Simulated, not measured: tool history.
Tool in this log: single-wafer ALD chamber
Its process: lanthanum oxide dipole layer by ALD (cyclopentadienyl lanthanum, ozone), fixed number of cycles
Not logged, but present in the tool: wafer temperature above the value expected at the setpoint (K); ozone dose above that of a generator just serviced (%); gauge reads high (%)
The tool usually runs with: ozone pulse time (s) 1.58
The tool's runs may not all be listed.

run	day	ozone pulse time (s)	wafers since the last listed run	hours since the last thermocouple change	hours since the last ozone generator service	hours since the showerhead was replaced	hours since the gauge calibration	read-back reference wafer on the same gauge, thickness_nm	mean film thickness on the monitor wafer (Å)
1	0.000	1.58	0	1899.7	442.6	21.2	1556.6	0.451	5.30
2	1.925	1.58	902	1945.9	488.8	67.4	1602.8	0.451	5.31
3	4.621	1.34	1263	2010.6	553.5	132.1	1667.5	0.451	5.12
4	8.892	1.73	2002	2113.1	656.0	234.6	1770.0	0.451	5.40
5	12.721	1.58	1795	2205.0	747.9	326.5	1861.9	0.451	5.29
6	16.942	1.58	1978	2306.3	849.2	427.8	1963.2	0.451	5.30
7	19.521	1.58	1209	2368.2	911.1	489.7	2025.1	0.451	5.26
8	22.417	1.58	1357	2437.7	980.6	559.2	2094.6	0.451	5.29
9	24.821	1.58	1127	2495.4	1038.3	616.9	2152.3	0.451	5.25
10	26.875	2.17	962	2544.7	1087.6	666.2	2201.6	0.451	5.51
11	28.542	1.58	781	2584.7	1127.6	706.2	2241.6	0.451	5.28
12	30.071	2.01	716	2621.4	1164.3	742.9	2278.3	0.451	5.45
13	33.729	1.58	1714	2709.2	1252.1	830.7	2366.1	0.451	5.29
14	35.658	2.07	904	2755.5	1298.4	877.0	2412.4	0.451	5.49
# day 35.762: gauge calibrated
15	37.462	1.06	845	2798.8	1341.7	920.3	40.8	0.451	4.64
# day 38.592: ozone generator serviced
16	40.458	1.93	1248	2870.7	44.8	992.2	112.7	0.451	5.51
17	43.425	1.58	1390	2941.9	116.0	1063.4	183.9	0.451	5.38
18	45.404	1.02	927	2989.4	163.5	1110.9	231.4	0.451	4.70
# day 48.496: thermocouple changed; heater temperature recalibrated
19	48.933	1.81	1498	10.5	248.2	1195.6	316.1	0.451	5.45
20	53.025	1.58	1918	108.7	346.4	1293.8	414.3	0.451	5.34
21	55.004	1.01	927	156.2	393.9	1341.3	461.8	0.451	4.62
22	56.558	1.92	728	193.5	431.2	1378.6	499.1	0.451	5.47
23	59.088	1.58	1185	254.2	491.9	1439.3	559.8	0.451	5.29
24	62.508	1.22	1603	336.3	574.0	1521.4	641.9	0.451	4.96
25	65.058	1.58	1195	397.5	635.2	1582.6	703.1	0.451	5.30
26	66.912	0.98	869	442.0	679.7	1627.1	747.6	0.451	4.55
27	70.917	1.16	1877	538.1	775.8	1723.2	843.7	0.451	4.86
28	75.029	2.18	1927	636.8	874.5	1821.9	942.4	0.451	5.51
29	77.517	1.02	1166	696.5	934.2	1881.6	1002.1	0.451	4.60
30	80.883	1.84	1578	777.3	1015.0	1962.4	1082.9	0.451	5.43
31	83.854	1.42	1392	848.6	1086.3	2033.7	1154.2	0.451	5.15
32	85.367	1.76	709	884.9	1122.6	2070.0	1190.5	0.451	5.36
33	88.279	1.24	1365	954.8	1192.5	2139.9	1260.4	0.451	4.98
34	91.083	2.11	1314	1022.1	1259.8	2207.2	1327.7	0.451	5.48

Each row is a separate what-if for the run after 34, all from the same tool condition, not one after another. Results?
A	91.100	2.03	7	1022.5	1260.2	2207.6	1328.1	?	?
B	91.100	1.27	7	1022.5	1260.2	2207.6	1328.1	?	?
C	91.100	1.07	7	1022.5	1260.2	2207.6	1328.1	?	?
D	91.100	1.03	7	1022.5	1260.2	2207.6	1328.1	?	?

run	read-back reference wafer on the same gauge, thickness_nm	mean film thickness on the monitor wafer (Å)
A	0.451	5.46
B	0.451	4.97
C	0.451	4.66
D	0.451	4.58
The same runs, with their run-to-run variation unchanged, on a tool lacking any hidden condition would have given:
run	mean film thickness on the monitor wafer (Å)
A	5.50
B	5.11
C	4.83
D	4.76
